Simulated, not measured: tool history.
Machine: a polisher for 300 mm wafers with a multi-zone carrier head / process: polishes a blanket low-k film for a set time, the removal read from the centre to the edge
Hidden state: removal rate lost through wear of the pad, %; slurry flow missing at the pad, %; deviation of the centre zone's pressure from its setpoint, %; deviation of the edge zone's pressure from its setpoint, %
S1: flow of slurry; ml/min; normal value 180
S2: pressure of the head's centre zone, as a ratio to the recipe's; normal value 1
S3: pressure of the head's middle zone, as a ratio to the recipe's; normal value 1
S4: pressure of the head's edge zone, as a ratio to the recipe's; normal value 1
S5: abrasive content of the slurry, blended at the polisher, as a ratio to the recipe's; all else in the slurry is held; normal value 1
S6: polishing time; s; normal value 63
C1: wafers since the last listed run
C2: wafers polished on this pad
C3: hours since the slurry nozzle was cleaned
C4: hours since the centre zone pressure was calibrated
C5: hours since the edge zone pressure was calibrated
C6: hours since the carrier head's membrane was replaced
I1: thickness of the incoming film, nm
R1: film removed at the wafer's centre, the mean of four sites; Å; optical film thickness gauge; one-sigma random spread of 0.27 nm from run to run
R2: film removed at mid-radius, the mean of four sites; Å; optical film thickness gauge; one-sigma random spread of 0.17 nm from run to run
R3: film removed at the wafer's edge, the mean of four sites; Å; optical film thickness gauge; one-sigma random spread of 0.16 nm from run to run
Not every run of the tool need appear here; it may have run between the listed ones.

{"run": 1, "hour": 0.0, "S1": 160, "S2": 1.07, "S3": 0.95, "S4": 1, "S5": 1, "S6": 84, "C1": 0, "C2": 5711, "C3": 255.3, "C4": 793.2, "C5": 1037.5, "C6": 739.2, "I1": 498.3, "R1": 281, "R2": 249, "R3": 268}
{"run": 2, "hour": 77.5, "S1": 180, "S2": 0.93, "S3": 1.03, "S4": 1, "S5": 1, "S6": 63, "C1": 696, "C2": 6407, "C3": 332.8, "C4": 870.7, "C5": 1115, "C6": 816.7, "I1": 497.5, "R1": 185, "R2": 202, "R3": 207}
{"hour": 155.5, "done": "worn pad replaced by a new one"}
{"run": 3, "hour": 173.9, "S1": 180, "S2": 1, "S3": 1, "S4": 1, "S5": 1, "S6": 63, "C1": 830, "C2": 165, "C3": 429.2, "C4": 967.1, "C5": 1211.4, "C6": 913.1, "I1": 502.9, "R1": 193, "R2": 197, "R3": 201}
{"run": 4, "hour": 220.9, "S1": 180, "S2": 1, "S3": 1, "S4": 0.92, "S5": 1, "S6": 83, "C1": 422, "C2": 587, "C3": 476.2, "C4": 1014.1, "C5": 1258.4, "C6": 960.1, "I1": 495.5, "R1": 248, "R2": 252, "R3": 250}
{"run": 5, "hour": 314.2, "S1": 180, "S2": 1, "S3": 1, "S4": 1, "S5": 1, "S6": 80, "C1": 838, "C2": 1426, "C3": 569.5, "C4": 1107.4, "C5": 1351.7, "C6": 1053.4, "I1": 504.6, "R1": 232, "R2": 239, "R3": 253}
{"run": 6, "hour": 357.1, "S1": 180, "S2": 1, "S3": 1, "S4": 1, "S5": 1, "S6": 63, "C1": 385, "C2": 1812, "C3": 612.4, "C4": 1150.3, "C5": 1394.6, "C6": 1096.3, "I1": 502.1, "R1": 186, "R2": 187, "R3": 198}
{"hour": 407.1, "done": "edge zone pressure recalibrated"}
{"hour": 419.7, "done": "centre zone pressure recalibrated"}
{"run": 7, "hour": 437.3, "S1": 180, "S2": 1, "S3": 1, "S4": 1, "S5": 1, "S6": 63, "C1": 685, "C2": 2497, "C3": 692.6, "C4": 17.6, "C5": 30.2, "C6": 1176.5, "I1": 496.9, "R1": 180, "R2": 180, "R3": 193}
{"hour": 469.9, "done": "carrier head's membrane replaced by a new one"}
{"hour": 470.2, "done": "slurry nozzle cleaned"}
{"run": 8, "hour": 530.1, "S1": 180, "S2": 1, "S3": 1, "S4": 1, "S5": 1, "S6": 63, "C1": 786, "C2": 3283, "C3": 59.9, "C4": 110.4, "C5": 123, "C6": 60.2, "I1": 493.6, "R1": 211, "R2": 208, "R3": 211}
{"run": 9, "hour": 572.2, "S1": 180, "S2": 1, "S3": 1, "S4": 1, "S5": 1, "S6": 70, "C1": 378, "C2": 3661, "C3": 102, "C4": 152.5, "C5": 165.1, "C6": 102.3, "I1": 508.1, "R1": 231, "R2": 227, "R3": 233}
{"run": 10, "hour": 641.6, "S1": 220, "S2": 1, "S3": 1, "S4": 1.08, "S5": 1, "S6": 42, "C1": 623, "C2": 4285, "C3": 171.4, "C4": 221.9, "C5": 234.5, "C6": 171.7, "I1": 502.2, "R1": 142, "R2": 142, "R3": 148}
{"run": 11, "hour": 701.1, "S1": 140, "S2": 1, "S3": 1, "S4": 1, "S5": 1, "S6": 63, "C1": 534, "C2": 4820, "C3": 230.9, "C4": 281.4, "C5": 294, "C6": 231.2, "I1": 502.5, "R1": 186, "R2": 191, "R3": 199}
{"run": 12, "hour": 763.3, "S1": 180, "S2": 1, "S3": 1, "S4": 1, "S5": 1, "S6": 63, "C1": 559, "C2": 5379, "C3": 293.1, "C4": 343.6, "C5": 356.2, "C6": 293.4, "I1": 494.2, "R1": 198, "R2": 202, "R3": 209}
{"hour": 790.3, "done": "worn pad replaced by a new one"}
{"run": 13, "hour": 828.5, "S1": 180, "S2": 1, "S3": 0.92, "S4": 1, "S5": 1.25, "S6": 52, "C1": 550, "C2": 343, "C3": 358.3, "C4": 408.8, "C5": 421.4, "C6": 358.6, "I1": 500.1, "R1": 176, "R2": 166, "R3": 185}
{"run": 14, "hour": 901.2, "S1": 180, "S2": 1.08, "S3": 1, "S4": 1, "S5": 1, "S6": 63, "C1": 653, "C2": 996, "C3": 431, "C4": 481.5, "C5": 494.1, "C6": 431.3, "I1": 505.6, "R1": 212, "R2": 197, "R3": 205}
{"run": 15, "hour": 1003.1, "S1": 180, "S2": 1, "S3": 1, "S4": 1, "S5": 1, "S6": 63, "C1": 916, "C2": 1912, "C3": 532.9, "C4": 583.4, "C5": 596, "C6": 533.2, "I1": 504.6, "R1": 185, "R2": 192, "R3": 200}
{"run": 16, "hour": 1064.8, "S1": 210, "S2": 1, "S3": 1, "S4": 1, "S5": 1, "S6": 63, "C1": 554, "C2": 2467, "C3": 594.6, "C4": 645.1, "C5": 657.7, "C6": 594.9, "I1": 505.8, "R1": 198, "R2": 197, "R3": 203}
{"hour": 1226.9, "done": "slurry nozzle cleaned"}
{"run": 17, "hour": 1229.1, "S1": 180, "S2": 1, "S3": 1, "S4": 1, "S5": 1, "S6": 63, "C1": 1468, "C2": 3935, "C3": 2.2, "C4": 809.4, "C5": 822, "C6": 759.2, "I1": 509.4, "R1": 204, "R2": 209, "R3": 213}
{"run": 18, "hour": 1309.5, "S1": 230, "S2": 1, "S3": 1, "S4": 1, "S5": 1, "S6": 85, "C1": 722, "C2": 4658, "C3": 82.6, "C4": 889.8, "C5": 902.4, "C6": 839.6, "I1": 491.5, "R1": 284, "R2": 287, "R3": 290}
{"run": 19, "hour": 1357.4, "S1": 235, "S2": 0.9, "S3": 1, "S4": 1, "S5": 1, "S6": 63, "C1": 430, "C2": 5089, "C3": 130.5, "C4": 937.7, "C5": 950.3, "C6": 887.5, "I1": 491.4, "R1": 191, "R2": 212, "R3": 218}
{"run": 20, "hour": 1452.1, "S1": 150, "S2": 1.11, "S3": 1, "S4": 1, "S5": 1, "S6": 63, "C1": 851, "C2": 5940, "C3": 225.2, "C4": 1032.4, "C5": 1045, "C6": 982.2, "I1": 502.8, "R1": 212, "R2": 196, "R3": 204}
{"hour": 1509.7, "done": "worn pad replaced by a new one"}
{"hour": 1513.9, "done": "centre zone pressure recalibrated"}
{"run": 21, "hour": 1546.8, "S1": 135, "S2": 1.12, "S3": 1, "S4": 0.95, "S5": 1, "S6": 47, "C1": 797, "C2": 315, "C3": 319.9, "C4": 32.9, "C5": 1139.7, "C6": 1076.9, "I1": 499.2, "R1": 153, "R2": 138, "R3": 141}
{"run": 22, "hour": 1624.0, "S1": 180, "S2": 1, "S3": 1, "S4": 1, "S5": 1, "S6": 63, "C1": 694, "C2": 1009, "C3": 397.1, "C4": 110.1, "C5": 1216.9, "C6": 1154.1, "I1": 505, "R1": 195, "R2": 199, "R3": 205}

Subtracting, for every run, the result it would have given without the tool's unlogged condition from the measured result gives the following. The same run-to-run variation enters both numbers; the gauge's scatter may not:
run=1 R1=-14 R2=-10 R3=-8
run=2 R1=-11 R2=-10 R3=-7
run=3 R1=-15 R2=-14 R3=-9
run=4 R1=-22 R2=-20 R3=-14
run=5 R1=-28 R2=-24 R3=-19
run=6 R1=-24 R2=-21 R3=-16
run=7 R1=-30 R2=-26 R3=-19
run=8 R1=-1 R2=-1 R3=-1
run=9 R1=-3 R2=-3 R3=-2
run=10 R1=-3 R2=-2 R3=-2
run=11 R1=-8 R2=-7 R3=-6
run=12 R1=-8 R2=-8 R3=-6
run=13 R1=-10 R2=-8 R3=-7
run=14 R1=-15 R2=-12 R3=-9
run=15 R1=-17 R2=-16 R3=-12
run=16 R1=-18 R2=-16 R3=-13
run=17 R1=-1 R2=-1 R3=-1
run=18 R1=-3 R2=-3 R3=-2
run=19 R1=-2 R2=-3 R3=-2
run=20 R1=-8 R2=-7 R3=-5
run=21 R1=-11 R2=-9 R3=-6
run=22 R1=-13 R2=-11 R3=-8
